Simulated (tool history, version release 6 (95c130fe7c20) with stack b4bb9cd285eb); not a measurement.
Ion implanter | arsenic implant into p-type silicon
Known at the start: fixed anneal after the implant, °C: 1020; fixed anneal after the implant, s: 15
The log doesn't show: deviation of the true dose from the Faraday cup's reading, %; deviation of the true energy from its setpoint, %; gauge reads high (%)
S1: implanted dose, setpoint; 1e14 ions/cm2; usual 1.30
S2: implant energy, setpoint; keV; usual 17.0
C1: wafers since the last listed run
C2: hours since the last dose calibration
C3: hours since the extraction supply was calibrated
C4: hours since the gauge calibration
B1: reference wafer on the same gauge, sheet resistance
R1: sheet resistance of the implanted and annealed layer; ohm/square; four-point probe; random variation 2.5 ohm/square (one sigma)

Run 1, hour 0.0: usual settings; C1 0; C2 674.4; C3 2498.8; C4 231.6; B1 695.13. Result: R1 621.86 ohm/square.
At hour 52.9: Faraday cup replaced and dose calibrated.
Run 2, hour 53.6: usual settings; C1 869; C2 0.7; C3 2552.4; C4 285.2; B1 698.22. Result: R1 618.82 ohm/square.
Run 3, hour 118.5: usual settings; C1 1237; C2 65.6; C3 2617.3; C4 350.1; B1 700.69. Result: R1 621.36 ohm/square.
Run 4, hour 177.3: usual settings; C1 1121; C2 124.4; C3 2676.1; C4 408.9; B1 701.99. Result: R1 621.27 ohm/square.
Run 5, hour 248.1: usual settings; C1 1350; C2 195.2; C3 2746.9; C4 479.7; B1 703.49. Result: R1 625.77 ohm/square.
Run 6, hour 285.6: usual settings; C1 715; C2 232.7; C3 2784.4; C4 517.2; B1 704.58. Result: R1 623.11 ohm/square.
Run 7, hour 352.1: usual settings; C1 1268; C2 299.2; C3 2850.9; C4 583.7; B1 706.14. Result: R1 627.35 ohm/square.
Run 8, hour 417.1: usual settings; C1 1239; C2 364.2; C3 2915.9; C4 648.7; B1 706.77. Result: R1 626.12 ohm/square.
Run 9, hour 468.3: usual settings; C1 976; C2 415.4; C3 2967.1; C4 699.9; B1 708.42. Result: R1 627.02 ohm/square.
Run 10, hour 515.8: usual settings but S1 1.51 1e14 ions/cm2, S2 14.0 keV; C1 905; C2 462.9; C3 3014.6; C4 747.4; B1 708.36. Result: R1 577.30 ohm/square.
Run 11, hour 568.9: usual settings but S1 1.51 1e14 ions/cm2, S2 14.0 keV; C1 1012; C2 516.0; C3 3067.7; C4 800.5; B1 707.41. Result: R1 578.90 ohm/square.
Run 12, hour 595.3: usual settings but S1 1.03 1e14 ions/cm2, S2 21.5 keV; C1 503; C2 542.4; C3 3094.1; C4 826.9; B1 708.78. Result: R1 714.38 ohm/square.
Run 13, hour 630.7: usual settings but S1 1.03 1e14 ions/cm2, S2 21.5 keV; C1 675; C2 577.8; C3 3129.5; C4 862.3; B1 708.46. Result: R1 714.66 ohm/square.
Run 14, hour 667.3: usual settings but S1 1.03 1e14 ions/cm2, S2 21.5 keV; C1 698; C2 614.4; C3 3166.1; C4 898.9; B1 710.22. Result: R1 712.10 ohm/square.
Run 15, hour 722.6: usual settings but S1 1.58 1e14 ions/cm2, S2 12.0 keV; C1 1054; C2 669.7; C3 3221.4; C4 954.2; B1 710.34. Result: R1 565.56 ohm/square.
At hour 758.6: Faraday cup replaced and dose calibrated.
Run 16, hour 781.7: usual settings but S1 1.54 1e14 ions/cm2, S2 11.5 keV; C1 974; C2 23.1; C3 3280.5; C4 1013.3; B1 710.61. Result: R1 584.89 ohm/square.
Run 17, hour 985.0: usual settings but S1 0.96 1e14 ions/cm2, S2 12.5 keV; C1 3877; C2 226.4; C3 3483.8; C4 1216.6; B1 711.41. Result: R1 821.38 ohm/square.
At hour 996.1: gauge calibrated.
Run 18, hour 1048.1: usual settings; C1 1203; C2 289.5; C3 3546.9; C4 52.0; B1 681.39. Result: R1 600.86 ohm/square.
Run 19, hour 1093.1: usual settings but S2 20.5 keV; C1 858; C2 334.5; C3 3591.9; C4 97.0; B1 684.64. Result: R1 590.58 ohm/square.
Run 20, hour 1286.9: usual settings but S1 1.56 1e14 ions/cm2, S2 21.5 keV; C1 3696; C2 528.3; C3 3785.7; C4 290.8; B1 694.30. Result: R1 522.88 ohm/square.
Run 21, hour 1332.1: usual settings; C1 862; C2 573.5; C3 3830.9; C4 336.0; B1 696.04. Result: R1 615.50 ohm/square.
At hour 1343.2: extraction supply calibrated.
Run 22, hour 1370.3: usual settings but S2 14.5 keV; C1 576; C2 611.7; C3 27.1; C4 374.2; B1 696.21. Result: R1 635.71 ohm/square.
At hour 1460.5: Faraday cup replaced and dose calibrated.
Run 23, hour 1564.1: usual settings; C1 3543; C2 103.6; C3 220.9; C4 568.0; B1 701.29. Result: R1 622.00 ohm/square.
Run 24, hour 1622.4: usual settings; C1 1111; C2 161.9; C3 279.2; C4 626.3; B1 701.75. Result: R1 621.38 ohm/square.
Run 25, hour 1689.7: usual settings but S1 1.53 1e14 ions/cm2, S2 19.5 keV; C1 1283; C2 229.2; C3 346.5; C4 693.6; B1 702.96. Result: R1 540.48 ohm/square.
Run 26, hour 1723.3: usual settings but S1 1.53 1e14 ions/cm2; C1 640; C2 262.8; C3 380.1; C4 727.2; B1 703.28. Result: R1 559.48 ohm/square.
Run 27, hour 1792.7: usual settings but S2 20.5 keV; C1 1323; C2 332.2; C3 449.5; C4 796.6; B1 704.82. Result: R1 610.44 ohm/square.
Run 28, hour 1934.9: usual settings; C1 2712; C2 474.4; C3 591.7; C4 938.8; B1 705.10. Result: R1 627.14 ohm/square.

Forecast each of these 5 alternatives for the next run:
Run A, hour 1935.3: usual settings but S1 1.54 1e14 ions/cm2; C1 7; C2 474.8; C3 592.1; C4 939.2; B1 ?. Result: R1 ?.
Run B, hour 1935.3: usual settings but S1 1.43 1e14 ions/cm2; C1 7; C2 474.8; C3 592.1; C4 939.2; B1 ?. Result: R1 ?.
Run C, hour 1935.3: usual settings but S2 12.5 keV; C1 7; C2 474.8; C3 592.1; C4 939.2; B1 ?. Result: R1 ?.
Run D, hour 1935.3: usual settings but S1 1.67 1e14 ions/cm2, S2 15.0 keV; C1 7; C2 474.8; C3 592.1; C4 939.2; B1 ?. Result: R1 ?.
Run E, hour 1935.3: usual settings but S1 1.49 1e14 ions/cm2, S2 19.5 keV; C1 7; C2 474.8; C3 592.1; C4 939.2; B1 ?. Result: R1 ?.

run      B1      R1
  A  704.57  552.36
  B  704.57  583.54
  C  704.57  653.32
  D  704.57  528.75
  E  704.57  554.87
Without the tool's hidden state the same runs would have given:
run      R1
  A  532.34
  B  562.39
  C  629.64
  D  509.58
  E  534.75

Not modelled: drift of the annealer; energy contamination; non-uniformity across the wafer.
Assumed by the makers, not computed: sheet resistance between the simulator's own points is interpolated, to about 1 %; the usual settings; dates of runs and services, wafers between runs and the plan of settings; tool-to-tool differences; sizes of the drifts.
